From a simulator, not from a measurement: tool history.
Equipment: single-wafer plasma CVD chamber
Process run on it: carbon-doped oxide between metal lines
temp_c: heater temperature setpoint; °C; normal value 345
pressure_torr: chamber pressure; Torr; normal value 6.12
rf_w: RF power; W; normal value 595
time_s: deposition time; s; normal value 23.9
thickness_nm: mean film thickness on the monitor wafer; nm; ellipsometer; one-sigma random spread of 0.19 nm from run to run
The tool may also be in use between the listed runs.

| run | hour | temp_c | pressure_torr | rf_w | time_s | wafers since the last listed run | hours since the last thermocouple change | hours since the last RF generator calibration | hours since the last manometer calibration | hours since the showerhead was replaced | hours since the gauge calibration | read-back reference wafer on the same gauge, thickness_nm | thickness_nm |
|---|---|---|---|---|---|---|---|---|---|---|---|---|---|
| 1 | 0 | 338 | 6.12 | 505 | 23.9 | 0 | 2188.4 | 673.3 | 1943.9 | 5196.3 | 379.7 | 114.012 | 117.164 |
| 2 | 15.8 | 345 | 6.12 | 595 | 22.7 | 264 | 2204.2 | 689.1 | 1959.7 | 5212.1 | 395.5 | 114.022 | 117.628 |
| 3 | 29.3 | 345 | 6.12 | 595 | 22.7 | 225 | 2217.7 | 702.6 | 1973.2 | 5225.6 | 409 | 113.986 | 117.583 |
| 4 | 45 | 345 | 6.12 | 595 | 22.7 | 262 | 2233.4 | 718.3 | 1988.9 | 5241.3 | 424.7 | 114.03 | 117.381 |
| 5 | 61.4 | 353 | 6.12 | 595 | 23.9 | 274 | 2249.8 | 734.7 | 2005.3 | 5257.7 | 441.1 | 114.003 | 120.467 |
| 6 | 70.3 | 353 | 6.12 | 595 | 23.9 | 148 | 2258.7 | 743.6 | 2014.2 | 5266.6 | 450 | 114.092 | 120.505 |
| 7 | 76.4 | 353 | 6.12 | 595 | 23.9 | 102 | 2264.8 | 749.7 | 2020.3 | 5272.7 | 456.1 | 113.934 | 120.87 |
| 8 | 84.8 | 345 | 6.12 | 595 | 21.4 | 140 | 2273.2 | 758.1 | 2028.7 | 5281.1 | 464.5 | 113.981 | 110.845 |
| 9 | 94.9 | 345 | 6.12 | 595 | 21.4 | 168 | 2283.3 | 768.2 | 2038.8 | 5291.2 | 474.6 | 114.022 | 110.892 |
| 10 | 104.5 | 345 | 6.12 | 595 | 21.4 | 160 | 2292.9 | 777.8 | 2048.4 | 5300.8 | 484.2 | 113.95 | 110.924 |
|  | 126 | gauge calibrated |
|  | 131.2 | RF generator calibrated |
|  | 154.1 | capacitance manometer re-zeroed and calibrated |
| 11 | 158.2 | 355 | 4.62 | 595 | 25.9 | 630 | 2346.6 | 27 | 4.1 | 5354.5 | 32.2 | 113.972 | 129.849 |
| 12 | 168.1 | 345 | 6.12 | 595 | 23.9 | 165 | 2356.5 | 36.9 | 14 | 5364.4 | 42.1 | 114.007 | 126.941 |
| 13 | 177.9 | 356 | 7.05 | 680 | 23.9 | 163 | 2366.3 | 46.7 | 23.8 | 5374.2 | 51.9 | 113.995 | 132.757 |
|  | 197.3 | thermocouple changed; heater temperature recalibrated |
| 14 | 197.8 | 345 | 6.12 | 595 | 23.9 | 199 | 0.5 | 66.6 | 43.7 | 5394.1 | 71.8 | 114.099 | 126.911 |
| 15 | 211.4 | 345 | 6.12 | 595 | 28.1 | 227 | 14.1 | 80.2 | 57.3 | 5407.7 | 85.4 | 114.016 | 148.55 |
| 16 | 228.3 | 339 | 7.55 | 595 | 23.9 | 282 | 31 | 97.1 | 74.2 | 5424.6 | 102.3 | 113.986 | 130.324 |
| 17 | 245.4 | 345 | 6.12 | 515 | 26.5 | 286 | 48.1 | 114.2 | 91.3 | 5441.7 | 119.4 | 113.947 | 130.721 |
| 18 | 257.1 | 332 | 6.12 | 595 | 19.6 | 195 | 59.8 | 125.9 | 103 | 5453.4 | 131.1 | 113.97 | 108.341 |
| 19 | 266.5 | 345 | 6.12 | 595 | 23.9 | 157 | 69.2 | 135.3 | 112.4 | 5462.8 | 140.5 | 113.966 | 126.267 |
| 20 | 277.3 | 345 | 6.12 | 665 | 23.9 | 180 | 80 | 146.1 | 123.2 | 5473.6 | 151.3 | 113.99 | 132.525 |
|  | 287.2 | showerhead replaced |
| 21 | 291.3 | 353 | 5.54 | 595 | 28 | 100 | 94 | 160.1 | 137.2 | 4.1 | 165.3 | 113.949 | 142.436 |
| 22 | 301 | 345 | 6.12 | 595 | 23.9 | 162 | 103.7 | 169.8 | 146.9 | 13.8 | 175 | 113.966 | 125.603 |
| 23 | 312.4 | 345 | 6.12 | 595 | 23.9 | 190 | 115.1 | 181.2 | 158.3 | 25.2 | 186.4 | 113.996 | 125.601 |
| 24 | 326.3 | 345 | 6.12 | 595 | 23.9 | 232 | 129 | 195.1 | 172.2 | 39.1 | 200.3 | 114.04 | 125.777 |
| 25 | 356.4 | 357 | 6.69 | 500 | 22.3 | 503 | 159.1 | 225.2 | 202.3 | 69.2 | 230.4 | 114.016 | 105.159 |
| 26 | 372.7 | 338 | 6.12 | 595 | 20.7 | 272 | 175.4 | 241.5 | 218.6 | 85.5 | 246.7 | 114.043 | 111.25 |
| 27 | 384.6 | 345 | 6.12 | 595 | 22.7 | 199 | 187.3 | 253.4 | 230.5 | 97.4 | 258.6 | 113.951 | 118.946 |
| 28 | 397.9 | 345 | 5.68 | 595 | 23.9 | 222 | 200.6 | 266.7 | 243.8 | 110.7 | 271.9 | 113.965 | 124.298 |
| 29 | 410.5 | 345 | 6.12 | 555 | 20 | 210 | 213.2 | 279.3 | 256.4 | 123.3 | 284.5 | 114.006 | 101.923 |

The tool's hidden state at each run:
wafer temperature above the value expected at the setpoint (K): 0 across all the runs
true pressure above the setpoint (%): 0 across all the runs
gauge reads high (%): 0 across all the runs
H1: delivered RF power above the setpoint (%)
| run | H1 |
|---|---|
| 1 | -6.39 |
| 2 | -6.42 |
| 3 | -6.44 |
| 4 | -6.47 |
| 5 | -6.5 |
| 6 | -6.51 |
| 7 | -6.52 |
| 8 | -6.53 |
| 9 | -6.55 |
| 10 | -6.56 |
| 11 | -0.836 |
| 12 | -1.02 |
| 13 | -1.19 |
| 14 | -1.52 |
| 15 | -1.74 |
| 16 | -1.99 |
| 17 | -2.23 |
| 18 | -2.39 |
| 19 | -2.51 |
| 20 | -2.65 |
| 21 | -2.82 |
| 22 | -2.93 |
| 23 | -3.05 |
| 24 | -3.2 |
| 25 | -3.5 |
| 26 | -3.64 |
| 27 | -3.75 |
| 28 | -3.86 |
| 29 | -3.96 |
